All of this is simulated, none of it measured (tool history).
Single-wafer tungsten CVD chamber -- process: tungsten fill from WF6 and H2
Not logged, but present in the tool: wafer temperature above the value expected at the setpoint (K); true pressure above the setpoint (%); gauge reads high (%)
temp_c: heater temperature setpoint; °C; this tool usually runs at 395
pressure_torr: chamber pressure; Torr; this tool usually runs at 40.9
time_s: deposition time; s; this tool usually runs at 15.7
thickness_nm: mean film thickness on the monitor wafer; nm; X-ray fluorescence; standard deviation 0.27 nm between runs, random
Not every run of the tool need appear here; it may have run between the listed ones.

run	day	temp_c	pressure_torr	time_s	wafers since the last listed run	hours since the last thermocouple change	hours since the last manometer calibration	hours since the showerhead was replaced	hours since the gauge calibration	read-back reference wafer on the same gauge, thickness_nm	thickness_nm
1	0	400	40.9	13.8	0	489.5	679.7	5537.2	615.1	43.651	47.711
2	1.9	400	40.9	13.8	1899	535.1	725.3	5582.8	660.7	43.719	48.064
3	4.575	400	40.9	13.8	2674	599.3	789.5	5647	724.9	43.797	48.23
4	5.658	395	40.9	15.7	1083	625.3	815.5	5673	750.9	43.854	50.22
5	7.033	395	40.9	15.7	1374	658.3	848.5	5706	783.9	43.875	50.456
6	9.671	395	40.9	15.7	2636	721.6	911.8	5769.3	847.2	43.955	50.23
7	12.55	395	40.9	15.7	2878	790.7	980.9	5838.4	916.3	44.113	50.971
8	15.3	395	40.9	15.7	2749	856.7	1046.9	5904.4	982.3	44.205	50.604
# day 19.279: capacitance manometer re-zeroed and calibrated
9	23.3	395	34.5	17.3	7664	1048.7	96.5	6096.4	1174.3	44.576	51.623
10	24.825	395	34.5	17.3	1524	1085.3	133.1	6133	1210.9	44.651	51.985
11	26.029	385	50.7	12.7	1203	1114.2	162	6161.9	1239.8	44.737	37.116
12	27.375	395	40.9	16.8	1345	1146.5	194.3	6194.2	1272.1	44.808	55.02
13	30.321	380	32.4	17.2	2944	1217.2	265	6264.9	1342.8	44.998	38.32
# day 31: thermocouple changed; heater temperature recalibrated
14	32.125	407	48.2	12.9	1470	27	308.3	6308.2	1386.1	45.111	55.672
15	34.179	395	40.9	15.7	2053	76.3	357.6	6357.5	1435.4	45.235	51.476
# day 35.612: gauge calibrated
# day 36.692: showerhead replaced
16	36.712	386	34.7	17	2199	137.1	418.4	0.5	26.4	42.956	41.908
17	38.779	395	40.9	17.2	2066	186.7	468	50.1	76	42.987	53.539
18	40.138	395	40.9	15.7	1357	219.3	500.6	82.7	108.6	42.984	48.814
19	43.054	395	35.1	12.8	2915	289.3	570.6	152.7	178.6	43.038	37.491
20	46.004	405	40.9	13.3	2949	360.1	641.4	223.5	249.4	43.006	49.645
21	48.117	384	34.1	15.7	2111	410.8	692.1	274.2	300.1	43.064	36.589

4 options for the next run, each taken on its own from the tool as it stands now. Forecast them:
A	48.133	395	40.9	15.7	16	411.2	692.5	274.6	300.5	?	?
B	48.133	402	47.1	15.7	16	411.2	692.5	274.6	300.5	?	?
C	48.133	402	45.5	14.2	16	411.2	692.5	274.6	300.5	?	?
D	48.133	395	40.9	14.7	16	411.2	692.5	274.6	300.5	?	?

run	read-back reference wafer on the same gauge, thickness_nm	thickness_nm
A	42.993	49.383
B	42.993	59.697
C	42.993	53.152
D	42.993	46.224
Without the tool's unlogged condition, the same runs would have read:
run	thickness_nm
A	49.558
B	59.908
C	53.339
D	46.388
